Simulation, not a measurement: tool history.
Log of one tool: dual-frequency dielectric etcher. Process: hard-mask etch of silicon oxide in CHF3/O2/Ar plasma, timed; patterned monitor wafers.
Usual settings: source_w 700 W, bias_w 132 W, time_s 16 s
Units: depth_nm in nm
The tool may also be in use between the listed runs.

run	day	source_w	bias_w	time_s	wafers since the last listed run	hours since the last wet clean	hours since the last source power generator calibration	hours since the last bias power generator calibration	hours since the last upper electrode change	hours since the gauge calibration	read-back reference wafer on the same gauge, depth_nm	depth_nm
1	0.000	700	157	16	0	228.1	1235.3	3998.5	5254.1	6.0	28.61	31.58
2	2.200	700	132	16	535	280.9	1288.1	4051.3	5306.9	58.8	28.59	28.91
3	2.462	700	132	16	63	287.2	1294.4	4057.6	5313.2	65.1	28.62	28.87
4	2.996	700	132	16	129	300.0	1307.2	4070.4	5326.0	77.9	28.59	28.88
# day 4.146: upper electrode replaced, of another model than before
5	4.167	700	132	16	41	328.1	1335.3	4098.5	0.5	106.0	28.61	28.75
6	4.179	700	132	16	3	328.4	1335.6	4098.8	0.8	106.3	28.59	28.90
7	4.358	700	132	16	43	332.7	1339.9	4103.1	5.1	110.6	28.59	28.88
8	4.871	700	132	16	124	345.0	1352.2	4115.4	17.4	122.9	28.60	28.78
9	5.533	700	132	16	161	360.9	1368.1	4131.3	33.3	138.8	28.60	28.90
# day 6.150: source power generator calibrated
10	6.208	700	132	16	123	377.1	1.4	4147.5	49.5	155.0	28.60	28.73
# day 6.683: bias power generator calibrated
# day 7.450: wet clean of the chamber
11	7.471	780	132	16	80	0.5	31.7	18.9	79.8	185.3	28.61	31.51
12	7.483	640	123	16	3	0.8	32.0	19.2	80.1	185.6	28.60	27.16
13	7.500	700	113	19	4	1.2	32.4	19.6	80.5	186.0	28.61	33.41

The next listed run, before its measurement:
14	7.700	700	132	16	48	6.0	37.2	24.4	85.3	190.8	?	?

{"run 14": {"read-back reference wafer on the same gauge, depth_nm": 28.6, "depth_nm": 29.36}}
Without the tool's hidden state the same run would have given depth_nm 29.27 nm.
